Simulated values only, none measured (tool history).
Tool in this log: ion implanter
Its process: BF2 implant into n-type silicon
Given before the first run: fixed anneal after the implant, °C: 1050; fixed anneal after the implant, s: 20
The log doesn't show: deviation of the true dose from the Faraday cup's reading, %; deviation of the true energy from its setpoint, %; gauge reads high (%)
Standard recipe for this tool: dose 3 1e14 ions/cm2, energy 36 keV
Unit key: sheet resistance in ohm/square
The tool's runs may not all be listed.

| run | hour | dose | energy | wafers since the last listed run | hours since the last dose calibration | hours since the extraction supply was calibrated | hours since the gauge calibration | read-back reference wafer on the same gauge, sheet resistance | sheet resistance |
|---|---|---|---|---|---|---|---|---|---|
| 1 | 0 | 3.29 | 36 | 0 | 969 | 3490.7 | 239 | 327.55 | 320.09 |
| 2 | 27.7 | 3.29 | 36 | 395 | 996.7 | 3518.4 | 266.7 | 327.66 | 320.58 |
| 3 | 97.9 | 3 | 36 | 1003 | 1066.9 | 3588.6 | 336.9 | 328.11 | 345.17 |
| 4 | 163.1 | 3 | 29.5 | 931 | 1132.1 | 3653.8 | 402.1 | 327.29 | 354.19 |
|  | 214.3 | Faraday cup replaced and dose calibrated |
| 5 | 256.9 | 3 | 29.5 | 1226 | 42.6 | 3747.6 | 495.9 | 328.53 | 342.55 |
|  | 311.2 | extraction supply calibrated |
| 6 | 321.6 | 3 | 29.5 | 810 | 107.3 | 10.4 | 560.6 | 328.22 | 338.72 |
| 7 | 350.8 | 2.3 | 36 | 417 | 136.5 | 39.6 | 589.8 | 327.82 | 418.76 |
| 8 | 396.3 | 2.28 | 36 | 650 | 182 | 85.1 | 635.3 | 328.32 | 420.18 |
| 9 | 429.6 | 3 | 36 | 475 | 215.3 | 118.4 | 668.6 | 327.77 | 336.33 |
| 10 | 467 | 3 | 36 | 534 | 252.7 | 155.8 | 706 | 328.17 | 335.24 |
|  | 498.6 | gauge calibrated |
| 11 | 509.3 | 2.77 | 33 | 604 | 295 | 198.1 | 10.7 | 327.43 | 365.43 |
| 12 | 554.8 | 3.4 | 45 | 650 | 340.5 | 243.6 | 56.2 | 328.74 | 297.24 |
| 13 | 607.7 | 3.47 | 46.5 | 755 | 393.4 | 296.5 | 109.1 | 328.19 | 292.24 |
| 14 | 677.8 | 3 | 45 | 1001 | 463.5 | 366.6 | 179.2 | 327.64 | 330.75 |
| 15 | 705.4 | 3.66 | 23.5 | 394 | 491.1 | 394.2 | 206.8 | 327.82 | 296.68 |

Branching from run 15: 4 alternative next runs. What would each branch give?
| A | 705.8 | 3 | 24 | 5 | 491.5 | 394.6 | 207.2 | ? | ? |
| B | 705.8 | 2.57 | 47 | 5 | 491.5 | 394.6 | 207.2 | ? | ? |
| C | 705.8 | 3.87 | 25 | 5 | 491.5 | 394.6 | 207.2 | ? | ? |
| D | 705.8 | 3.58 | 44.5 | 5 | 491.5 | 394.6 | 207.2 | ? | ? |

| run | read-back reference wafer on the same gauge, sheet resistance | sheet resistance |
|---|---|---|
| A | 327.83 | 350.94 |
| B | 327.83 | 372.69 |
| C | 327.83 | 281.12 |
| D | 327.83 | 285.45 |
Without the tool's unlogged condition, the same runs would have read:
| run | sheet resistance |
|---|---|
| A | 346.32 |
| B | 367.94 |
| C | 277.42 |
| D | 281.85 |

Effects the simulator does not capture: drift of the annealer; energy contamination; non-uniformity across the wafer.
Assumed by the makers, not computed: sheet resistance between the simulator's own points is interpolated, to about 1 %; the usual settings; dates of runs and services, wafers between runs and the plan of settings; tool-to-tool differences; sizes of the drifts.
